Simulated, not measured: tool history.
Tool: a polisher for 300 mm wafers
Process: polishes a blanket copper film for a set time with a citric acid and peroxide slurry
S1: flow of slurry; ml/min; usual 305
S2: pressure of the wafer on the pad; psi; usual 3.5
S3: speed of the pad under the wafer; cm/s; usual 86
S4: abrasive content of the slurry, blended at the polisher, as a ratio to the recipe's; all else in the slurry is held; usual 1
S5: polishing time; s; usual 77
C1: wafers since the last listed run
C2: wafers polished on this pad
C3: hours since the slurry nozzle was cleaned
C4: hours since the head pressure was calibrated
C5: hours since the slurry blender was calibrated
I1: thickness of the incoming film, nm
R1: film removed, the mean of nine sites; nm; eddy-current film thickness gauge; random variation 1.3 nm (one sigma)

run    hour   S1   S2   S3    S4  S5    C1    C2     C3     C4     C5      I1     R1
  1       0  305  3.2   94     1  77     0  3690  245.2  391.6  227.2  1119.9  196.3
         64  -- worn pad replaced by a new one
  2    65.2  305  3.2   94     1  77   653    13  310.4  456.8  292.4  1123.6  195.4
  3   132.1  305  3.5   86     1  77   714   727  377.3  523.7  359.3  1127.2  184.5
      180.7  -- slurry blender recalibrated
  4   182.4  305  3.5   86     1  77   516  1243  427.6    574    1.7  1117.7  198.3
  5   207.3  305  3.5   86     1  77   266  1509  452.5  598.9   26.6  1107.9  197.5
  6   277.5  305  3.5   86   0.8  77   749  2259  522.7  669.1   96.8  1110.9  178.8
  7   327.9  305  3.5   86   0.8  77   538  2798  573.1  719.5  147.2  1123.7  176.2
        356  -- slurry nozzle cleaned
      362.1  -- head pressure recalibrated
  8   386.1  305  3.5   86     1  77   589  3388   30.1     24  205.4  1102.3  188.9
  9   430.6  305  3.5   86     1  77   475  3863   74.6   68.5  249.9  1124.6    190
      456.1  -- worn pad replaced by a new one
 10   476.3  305  3.5   86     1  77   445   215  120.3  114.2  295.6  1129.9    186
 11   597.1  305  3.5   86     1  77  1290  1506  241.1    235  416.4  1105.2  180.9
      603.2  -- slurry blender recalibrated
 12   648.8  305  3.5   86     1  77   530  2037  292.8  286.7   45.6  1136.1  197.7
 13   674.6  305  3.5   86     1  77   275  2312  318.6  312.5   71.4  1102.1  199.4
 14   794.8  305  3.5  104     1  77  1284  3597  438.8  432.7  191.6  1124.9  232.3
      805.9  -- worn pad replaced by a new one
 15   820.6  305  3.5   86     1  97   232   156  464.6  458.5  217.4  1114.6  237.9
 16     870  305  3.5   86     1  77   527   684    514  507.9  266.8  1131.7  190.8
 17   927.3  305  3.5   86   0.8  77   612  1296  571.3  565.2  324.1  1096.7  173.8
      964.7  -- slurry nozzle cleaned
        972  -- slurry blender recalibrated
 18   984.9  305  3.2   94     1  77   583  1879   20.2  622.8   12.9  1123.4  205.8
 19  1045.6  305  4.2   72     1  77   648  2528   80.9  683.5   73.6  1134.7  184.2
 20  1074.2  225  3.5  102     1  77   305  2834  109.5  712.1  102.2  1137.8  225.9
 21  1118.8  200  3.5  112  0.75  77   476  3310  154.1  756.7  146.8  1108.6  211.1
 22    1145  375  4.2   74     1  97   279  3590  180.3  782.9    173  1138.7  240.1
     1221.5  -- head pressure recalibrated
     1258.4  -- worn pad replaced by a new one
 23  1295.1  305  3.5   86     1  77  1539   392  330.4   73.6  323.1  1118.6  188.1
 24  1328.4  270  3.5   68     1  77   355   748  363.7  106.9  356.4  1143.4  146.3
 25  1368.3  305  3.5   86   1.1  58   426  1174  403.6  146.8  396.3  1109.5  144.9
     1373.4  -- slurry blender recalibrated
 26  1439.5  245  3.5   86     1  77   739  1913  474.8    218   66.1  1120.8  194.1
 27  1482.1  305  3.5   86     1  77   455  2368  517.4  260.6  108.7  1104.2  195.2
 28  1536.8  400  3.5   86     1  77   584  2953  572.1  315.3  163.4  1104.4  196.6
     1606.5  -- worn pad replaced by a new one
     1621.7  -- slurry nozzle cleaned
 29  1710.1  305  3.5   86  1.15  77  1798  1096   88.4  488.6  336.7  1126.7  194.3
 30  1750.3  305  4.6   86   1.1  64   429  1525  128.6  528.8  376.9  1120.7  186.4
 31  1779.5  305  3.5   86     1  77   311  1837  157.8    558  406.1  1124.3  183.8

Hidden state or all else? Some run-to-run changes of R1, split into what the settings, what came in and random variation would give without the hidden state, and what is left for the hidden state (with any gauge scatter that isn't in both results):
The hidden state here: removal rate lost through wear of the pad, %; slurry flow missing at the pad, %; deviation of the head's pressure from its setpoint, %; abrasive missing from the slurry, %.
Run 3 -> 4: slurry blender recalibrated. R1 +13.8 nm: hidden state +13.7, all else +0.1.
Run 11 -> 12: slurry blender recalibrated. R1 +16.8 nm: hidden state +16.7, all else +0.1.
Run 15 -> 16: S5 97 -> 77. R1 -47.1 nm: hidden state +0, all else -47.1.
Run 17 -> 18: S2 3.5 -> 3.2, S3 86 -> 94, S4 0.8 -> 1, slurry nozzle cleaned, slurry blender recalibrated. R1 +32 nm: hidden state +10.2, all else +21.8.
Run 22 -> 23: S1 375 -> 305, S2 4.2 -> 3.5, S3 74 -> 86, S5 97 -> 77, head pressure recalibrated, worn pad replaced by a new one. R1 -52 nm: hidden state -4.5, all else -47.5.
Run 25 -> 26: S1 305 -> 245, S4 1.1 -> 1, S5 58 -> 77, slurry blender recalibrated. R1 +49.2 nm: hidden state +10, all else +39.2.
